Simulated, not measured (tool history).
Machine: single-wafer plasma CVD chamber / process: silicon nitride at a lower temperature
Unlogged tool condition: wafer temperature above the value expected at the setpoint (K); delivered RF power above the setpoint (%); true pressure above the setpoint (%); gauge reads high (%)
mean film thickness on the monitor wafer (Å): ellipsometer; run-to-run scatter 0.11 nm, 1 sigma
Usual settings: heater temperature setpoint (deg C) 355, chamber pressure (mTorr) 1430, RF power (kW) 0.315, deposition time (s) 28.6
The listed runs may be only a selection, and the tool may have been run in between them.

| run | day | heater temperature setpoint (deg C) | chamber pressure (mTorr) | RF power (kW) | deposition time (s) | wafers since the last listed run | hours since the last thermocouple change | hours since the last RF generator calibration | hours since the last manometer calibration | hours since the showerhead was replaced | hours since the gauge calibration | read-back reference wafer on the same gauge, thickness_nm | mean film thickness on the monitor wafer (Å) |
|---|---|---|---|---|---|---|---|---|---|---|---|---|---|
| 1 | 0.000 | 355 | 1430 | 0.315 | 28.6 | 0 | 1601.2 | 1300.0 | 1223.4 | 4106.8 | 81.9 | 28.754 | 305.62 |
| 2 | 0.529 | 355 | 1430 | 0.315 | 28.6 | 179 | 1613.9 | 1312.7 | 1236.1 | 4119.5 | 94.6 | 28.804 | 307.37 |
| 3 | 1.571 | 355 | 1430 | 0.315 | 28.6 | 354 | 1638.9 | 1337.7 | 1261.1 | 4144.5 | 119.6 | 28.809 | 305.37 |
| 4 | 2.704 | 355 | 1430 | 0.315 | 28.6 | 385 | 1666.1 | 1364.9 | 1288.3 | 4171.7 | 146.8 | 28.821 | 305.01 |
| 5 | 3.354 | 355 | 1430 | 0.315 | 28.6 | 221 | 1681.7 | 1380.5 | 1303.9 | 4187.3 | 162.4 | 28.838 | 304.11 |
|  | 4.596 | RF generator calibrated |
| 6 | 4.617 | 355 | 1430 | 0.315 | 28.6 | 315 | 1712.0 | 0.5 | 1334.2 | 4217.6 | 192.7 | 28.793 | 329.58 |
| 7 | 5.317 | 355 | 1430 | 0.315 | 26.7 | 238 | 1728.8 | 17.3 | 1351.0 | 4234.4 | 209.5 | 28.792 | 309.53 |
|  | 6.088 | capacitance manometer re-zeroed and calibrated |
|  | 6.729 | showerhead replaced |
|  | 7.688 | thermocouple changed; heater temperature recalibrated |
| 8 | 7.896 | 355 | 1430 | 0.315 | 28.6 | 537 | 5.0 | 79.2 | 43.4 | 28.0 | 271.4 | 28.781 | 327.72 |
| 9 | 8.767 | 355 | 1430 | 0.315 | 28.6 | 296 | 25.9 | 100.1 | 64.3 | 48.9 | 292.3 | 28.822 | 328.98 |
| 10 | 10.200 | 355 | 1430 | 0.315 | 28.6 | 487 | 60.3 | 134.5 | 98.7 | 83.3 | 326.7 | 28.781 | 330.39 |
|  | 10.254 | gauge calibrated |
| 11 | 11.179 | 364 | 1430 | 0.295 | 28.6 | 332 | 83.8 | 158.0 | 122.2 | 106.8 | 22.2 | 28.785 | 306.96 |
| 12 | 11.888 | 355 | 1430 | 0.375 | 34.0 | 240 | 100.8 | 175.0 | 139.2 | 123.8 | 39.2 | 28.779 | 455.49 |
| 13 | 13.333 | 359 | 1180 | 0.265 | 31.5 | 491 | 135.5 | 209.7 | 173.9 | 158.5 | 73.9 | 28.813 | 292.81 |
| 14 | 13.850 | 355 | 1230 | 0.315 | 28.6 | 175 | 147.9 | 222.1 | 186.3 | 170.9 | 86.3 | 28.817 | 321.23 |
| 15 | 15.262 | 355 | 1430 | 0.315 | 30.5 | 480 | 181.8 | 256.0 | 220.2 | 204.8 | 120.2 | 28.779 | 350.13 |

Predict each of these 4 candidate next runs independently; none follows another, all start after run 15:
| A | 15.279 | 355 | 1430 | 0.350 | 28.6 | 5 | 182.2 | 256.4 | 220.6 | 205.2 | 120.6 | ? | ? |
| B | 15.279 | 349 | 1150 | 0.340 | 28.6 | 5 | 182.2 | 256.4 | 220.6 | 205.2 | 120.6 | ? | ? |
| C | 15.279 | 366 | 1430 | 0.315 | 28.6 | 5 | 182.2 | 256.4 | 220.6 | 205.2 | 120.6 | ? | ? |
| D | 15.279 | 355 | 1430 | 0.295 | 28.6 | 5 | 182.2 | 256.4 | 220.6 | 205.2 | 120.6 | ? | ? |

| run | read-back reference wafer on the same gauge, thickness_nm | mean film thickness on the monitor wafer (Å) |
|---|---|---|
| A | 28.825 | 360.87 |
| B | 28.825 | 340.89 |
| C | 28.825 | 325.80 |
| D | 28.825 | 306.58 |
Without the tool's hidden state the same runs would have given:
| run | mean film thickness on the monitor wafer (Å) |
|---|---|
| A | 362.54 |
| B | 342.46 |
| C | 327.37 |
| D | 308.10 |
